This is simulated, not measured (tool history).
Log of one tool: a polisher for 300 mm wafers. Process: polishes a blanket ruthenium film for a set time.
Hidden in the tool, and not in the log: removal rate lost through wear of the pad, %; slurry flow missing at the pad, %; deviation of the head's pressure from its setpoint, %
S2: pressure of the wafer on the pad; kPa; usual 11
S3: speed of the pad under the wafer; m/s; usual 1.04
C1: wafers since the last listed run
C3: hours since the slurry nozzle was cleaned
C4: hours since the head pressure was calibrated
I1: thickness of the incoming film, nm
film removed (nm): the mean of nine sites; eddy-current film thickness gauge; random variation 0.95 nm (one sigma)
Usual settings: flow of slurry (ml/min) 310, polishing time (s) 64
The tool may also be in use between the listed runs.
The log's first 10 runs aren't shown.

{"day": 4.55, "done": "worn pad replaced by a new one"}
{"run": 11, "day": 4.696, "flow of slurry (ml/min)": 310, "S2": 11, "S3": 1.16, "polishing time (s)": 64, "C1": 108, "wafers polished on this pad": 37, "C3": 209.6, "C4": 1233.2, "I1": 344.4, "film removed (nm)": 69}
{"run": 12, "day": 5.233, "flow of slurry (ml/min)": 310, "S2": 11, "S3": 1.16, "polishing time (s)": 64, "C1": 138, "wafers polished on this pad": 176, "C3": 222.5, "C4": 1246.1, "I1": 349.4, "film removed (nm)": 69.1}
{"run": 13, "day": 5.567, "flow of slurry (ml/min)": 310, "S2": 11, "S3": 1.04, "polishing time (s)": 64, "C1": 85, "wafers polished on this pad": 262, "C3": 230.5, "C4": 1254.1, "I1": 349, "film removed (nm)": 64}
{"run": 14, "day": 5.933, "flow of slurry (ml/min)": 310, "S2": 11, "S3": 1.04, "polishing time (s)": 64, "C1": 94, "wafers polished on this pad": 356, "C3": 239.3, "C4": 1262.9, "I1": 351, "film removed (nm)": 65}
{"run": 15, "day": 6.333, "flow of slurry (ml/min)": 310, "S2": 11, "S3": 1.04, "polishing time (s)": 64, "C1": 103, "wafers polished on this pad": 460, "C3": 248.9, "C4": 1272.5, "I1": 348.2, "film removed (nm)": 65.6}
{"run": 16, "day": 6.896, "flow of slurry (ml/min)": 310, "S2": 7.6, "S3": 0.72, "polishing time (s)": 64, "C1": 145, "wafers polished on this pad": 605, "C3": 262.4, "C4": 1286, "I1": 352.9, "film removed (nm)": 41.6}
{"run": 17, "day": 7.267, "flow of slurry (ml/min)": 310, "S2": 9, "S3": 1.04, "polishing time (s)": 64, "C1": 95, "wafers polished on this pad": 700, "C3": 271.3, "C4": 1294.9, "I1": 348.8, "film removed (nm)": 57.2}
{"run": 18, "day": 9.383, "flow of slurry (ml/min)": 250, "S2": 13.8, "S3": 0.76, "polishing time (s)": 58, "C1": 545, "wafers polished on this pad": 1246, "C3": 322.1, "C4": 1345.7, "I1": 348.9, "film removed (nm)": 55.2}
{"day": 9.9, "done": "worn pad replaced by a new one"}
{"run": 19, "day": 9.921, "flow of slurry (ml/min)": 205, "S2": 11, "S3": 1.04, "polishing time (s)": 75, "C1": 95, "wafers polished on this pad": 5, "C3": 335, "C4": 1358.6, "I1": 349.9, "film removed (nm)": 73.7}
{"day": 10.088, "done": "head pressure recalibrated"}
{"run": 20, "day": 10.396, "flow of slurry (ml/min)": 245, "S2": 12.4, "S3": 0.92, "polishing time (s)": 64, "C1": 101, "wafers polished on this pad": 106, "C3": 346.4, "C4": 7.4, "I1": 349.7, "film removed (nm)": 64.4}
{"run": 21, "day": 10.938, "flow of slurry (ml/min)": 205, "S2": 11, "S3": 1.04, "polishing time (s)": 64, "C1": 139, "wafers polished on this pad": 246, "C3": 359.4, "C4": 20.4, "I1": 349.9, "film removed (nm)": 62.3}
{"run": 22, "day": 11.683, "flow of slurry (ml/min)": 215, "S2": 11, "S3": 0.74, "polishing time (s)": 78, "C1": 192, "wafers polished on this pad": 438, "C3": 377.3, "C4": 38.3, "I1": 349.9, "film removed (nm)": 62.7}
{"run": 23, "day": 12.283, "flow of slurry (ml/min)": 370, "S2": 14.5, "S3": 1.04, "polishing time (s)": 64, "C1": 154, "wafers polished on this pad": 593, "C3": 391.7, "C4": 52.7, "I1": 345.1, "film removed (nm)": 79.2}
{"run": 24, "day": 13.042, "flow of slurry (ml/min)": 250, "S2": 11, "S3": 1.16, "polishing time (s)": 85, "C1": 195, "wafers polished on this pad": 789, "C3": 409.9, "C4": 70.9, "I1": 351.6, "film removed (nm)": 88.2}
{"run": 25, "day": 13.725, "flow of slurry (ml/min)": 310, "S2": 11, "S3": 1.04, "polishing time (s)": 64, "C1": 176, "wafers polished on this pad": 965, "C3": 426.3, "C4": 87.3, "I1": 355.1, "film removed (nm)": 65.6}
{"run": 26, "day": 14.083, "flow of slurry (ml/min)": 310, "S2": 6.9, "S3": 1.2, "polishing time (s)": 53, "C1": 92, "wafers polished on this pad": 1057, "C3": 434.9, "C4": 95.9, "I1": 346.9, "film removed (nm)": 44.9}
{"day": 14.162, "done": "slurry nozzle cleaned"}
{"run": 27, "day": 14.712, "flow of slurry (ml/min)": 280, "S2": 11, "S3": 1.04, "polishing time (s)": 64, "C1": 151, "wafers polished on this pad": 1209, "C3": 13.2, "C4": 111, "I1": 349.8, "film removed (nm)": 64.1}
{"day": 14.996, "done": "worn pad replaced by a new one"}
{"run": 28, "day": 15.188, "flow of slurry (ml/min)": 310, "S2": 11, "S3": 1.04, "polishing time (s)": 64, "C1": 79, "wafers polished on this pad": 49, "C3": 24.6, "C4": 122.4, "I1": 351.1, "film removed (nm)": 65.4}
{"run": 29, "day": 17.142, "flow of slurry (ml/min)": 310, "S2": 9.7, "S3": 1.04, "polishing time (s)": 64, "C1": 504, "wafers polished on this pad": 553, "C3": 71.5, "C4": 169.3, "I1": 349.1, "film removed (nm)": 59.2}
{"run": 30, "day": 17.792, "flow of slurry (ml/min)": 205, "S2": 11, "S3": 1.04, "polishing time (s)": 44, "C1": 167, "wafers polished on this pad": 721, "C3": 87.1, "C4": 184.9, "I1": 349.4, "film removed (nm)": 43.6}
{"run": 31, "day": 18.358, "flow of slurry (ml/min)": 310, "S2": 13.1, "S3": 1.04, "polishing time (s)": 64, "C1": 146, "wafers polished on this pad": 867, "C3": 100.7, "C4": 198.5, "I1": 357.4, "film removed (nm)": 72.3}
{"run": 32, "day": 18.862, "flow of slurry (ml/min)": 310, "S2": 11, "S3": 0.9, "polishing time (s)": 58, "C1": 130, "wafers polished on this pad": 997, "C3": 112.8, "C4": 210.6, "I1": 352.9, "film removed (nm)": 53.8}
{"run": 33, "day": 19.317, "flow of slurry (ml/min)": 310, "S2": 11, "S3": 1.04, "polishing time (s)": 64, "C1": 117, "wafers polished on this pad": 1114, "C3": 123.7, "C4": 221.5, "I1": 356.6, "film removed (nm)": 65.5}

Forecast run 34:
{"run": 34, "day": 19.746, "flow of slurry (ml/min)": 310, "S2": 11, "S3": 1.04, "polishing time (s)": 64, "C1": 110, "wafers polished on this pad": 1225, "C3": 134, "C4": 231.8, "I1": 354.6, "film removed (nm)": "?"}

Run 34 gave film removed (nm) 64.5.
Without the tool's hidden state the same run would have given film removed (nm) 64.5.

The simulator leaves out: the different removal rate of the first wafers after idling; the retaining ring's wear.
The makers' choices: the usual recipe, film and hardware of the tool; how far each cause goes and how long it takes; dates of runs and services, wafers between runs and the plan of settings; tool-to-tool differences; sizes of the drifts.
